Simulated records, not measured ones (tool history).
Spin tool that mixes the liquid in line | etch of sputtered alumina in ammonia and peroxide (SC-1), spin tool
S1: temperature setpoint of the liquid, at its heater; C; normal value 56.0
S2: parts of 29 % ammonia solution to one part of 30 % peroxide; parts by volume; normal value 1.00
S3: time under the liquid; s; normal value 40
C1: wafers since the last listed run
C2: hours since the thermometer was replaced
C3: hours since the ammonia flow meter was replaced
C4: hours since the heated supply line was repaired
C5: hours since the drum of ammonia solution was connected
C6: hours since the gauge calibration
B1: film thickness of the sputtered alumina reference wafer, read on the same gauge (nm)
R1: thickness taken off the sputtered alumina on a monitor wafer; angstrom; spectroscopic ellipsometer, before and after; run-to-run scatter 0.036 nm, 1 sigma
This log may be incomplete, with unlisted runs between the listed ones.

run 1 hour=0.0 | S1=51.0 S2=1.00 S3=40 | C1=0 C2=289.5 C3=445.1 C4=1224.7 C5=696.7 C6=773.3 | B1=110.02 | R1=36.1
-- hour=7.4 heated supply line repaired
-- hour=48.3 new drum of ammonia solution connected
run 2 hour=57.1 | S1=50.0 S2=1.00 S3=40 | C1=438 C2=346.6 C3=502.2 C4=49.7 C5=8.8 C6=830.4 | B1=110.00 | R1=37.9
run 3 hour=153.9 | S1=56.0 S2=1.00 S3=40 | C1=770 C2=443.4 C3=599.0 C4=146.5 C5=105.6 C6=927.2 | B1=109.98 | R1=51.9
run 4 hour=221.5 | S1=56.0 S2=1.00 S3=40 | C1=537 C2=511.0 C3=666.6 C4=214.1 C5=173.2 C6=994.8 | B1=110.02 | R1=51.8
run 5 hour=272.0 | S1=56.0 S2=1.00 S3=40 | C1=401 C2=561.5 C3=717.1 C4=264.6 C5=223.7 C6=1045.3 | B1=109.99 | R1=51.2
run 6 hour=353.6 | S1=56.0 S2=1.00 S3=40 | C1=649 C2=643.1 C3=798.7 C4=346.2 C5=305.3 C6=1126.9 | B1=109.96 | R1=51.6
run 7 hour=401.4 | S1=56.0 S2=1.00 S3=40 | C1=380 C2=690.9 C3=846.5 C4=394.0 C5=353.1 C6=1174.7 | B1=110.02 | R1=50.4
run 8 hour=492.0 | S1=56.0 S2=1.00 S3=55 | C1=720 C2=781.5 C3=937.1 C4=484.6 C5=443.7 C6=1265.3 | B1=110.06 | R1=69.5
run 9 hour=549.0 | S1=56.0 S2=1.00 S3=55 | C1=453 C2=838.5 C3=994.1 C4=541.6 C5=500.7 C6=1322.3 | B1=110.02 | R1=69.3
run 10 hour=637.8 | S1=63.5 S2=0.65 S3=40 | C1=706 C2=927.3 C3=1082.9 C4=630.4 C5=589.5 C6=1411.1 | B1=110.00 | R1=70.5
run 11 hour=682.5 | S1=56.0 S2=1.00 S3=40 | C1=355 C2=972.0 C3=1127.6 C4=675.1 C5=634.2 C6=1455.8 | B1=110.00 | R1=49.1
run 12 hour=748.7 | S1=63.5 S2=1.00 S3=30 | C1=526 C2=1038.2 C3=1193.8 C4=741.3 C5=700.4 C6=1522.0 | B1=109.98 | R1=54.5
run 13 hour=823.3 | S1=65.5 S2=1.20 S3=40 | C1=593 C2=1112.8 C3=1268.4 C4=815.9 C5=775.0 C6=1596.6 | B1=110.04 | R1=81.4
-- hour=874.3 new drum of ammonia solution connected
run 14 hour=874.8 | S1=56.0 S2=1.20 S3=25 | C1=401 C2=1164.3 C3=1319.9 C4=867.4 C5=0.5 C6=1648.1 | B1=110.00 | R1=31.2
run 15 hour=965.0 | S1=53.0 S2=1.00 S3=30 | C1=717 C2=1254.5 C3=1410.1 C4=957.6 C5=90.7 C6=1738.3 | B1=110.01 | R1=31.0
-- hour=1027.7 thermometer replaced
-- hour=1047.2 ammonia flow meter replaced
-- hour=1069.9 heated supply line repaired
run 16 hour=1153.8 | S1=53.0 S2=1.00 S3=40 | C1=1478 C2=126.1 C3=106.6 C4=83.9 C5=279.5 C6=1927.1 | B1=110.00 | R1=45.2
run 17 hour=1235.5 | S1=56.0 S2=1.20 S3=30 | C1=650 C2=207.8 C3=188.3 C4=165.6 C5=361.2 C6=2008.8 | B1=110.00 | R1=39.8
-- hour=1295.2 gauge calibrated
run 18 hour=1338.1 | S1=50.0 S2=1.20 S3=30 | C1=816 C2=310.4 C3=290.9 C4=268.2 C5=463.8 C6=42.9 | B1=110.02 | R1=28.3
run 19 hour=1392.3 | S1=56.0 S2=0.60 S3=40 | C1=431 C2=364.6 C3=345.1 C4=322.4 C5=518.0 C6=97.1 | B1=110.02 | R1=49.4
run 20 hour=1444.3 | S1=56.0 S2=1.00 S3=40 | C1=413 C2=416.6 C3=397.1 C4=374.4 C5=570.0 C6=149.1 | B1=109.97 | R1=51.7
run 21 hour=1515.7 | S1=47.0 S2=1.20 S3=20 | C1=568 C2=488.0 C3=468.5 C4=445.8 C5=641.4 C6=220.5 | B1=110.02 | R1=15.8
run 22 hour=1614.8 | S1=56.0 S2=1.15 S3=25 | C1=788 C2=587.1 C3=567.6 C4=544.9 C5=740.5 C6=319.6 | B1=109.96 | R1=31.9
-- hour=1625.0 new drum of ammonia solution connected
run 23 hour=1657.3 | S1=56.0 S2=1.00 S3=40 | C1=330 C2=629.6 C3=610.1 C4=587.4 C5=32.3 C6=362.1 | B1=110.00 | R1=50.3
run 24 hour=1957.0 | S1=48.5 S2=0.55 S3=40 | C1=2384 C2=929.3 C3=909.8 C4=887.1 C5=332.0 C6=661.8 | B1=110.03 | R1=31.0

Branching from run 24: 4 alternative next runs. What would each branch give?
run A hour=1957.4 | S1=49.0 S2=1.00 S3=40 | C1=3 C2=929.7 C3=910.2 C4=887.5 C5=332.4 C6=662.2 | B1=? | R1=?
run B hour=1957.4 | S1=58.5 S2=1.00 S3=20 | C1=3 C2=929.7 C3=910.2 C4=887.5 C5=332.4 C6=662.2 | B1=? | R1=?
run C hour=1957.4 | S1=56.0 S2=0.75 S3=20 | C1=3 C2=929.7 C3=910.2 C4=887.5 C5=332.4 C6=662.2 | B1=? | R1=?
run D hour=1957.4 | S1=60.5 S2=1.20 S3=40 | C1=3 C2=929.7 C3=910.2 C4=887.5 C5=332.4 C6=662.2 | B1=? | R1=?

run=A B1=110.01 R1=33.7
run=B B1=110.01 R1=28.2
run=C B1=110.01 R1=24.1
run=D B1=110.01 R1=63.7
With no hidden state in the tool, these same runs would have given:
run=A R1=36.7
run=B R1=30.5
run=C R1=26.1
run=D R1=68.9
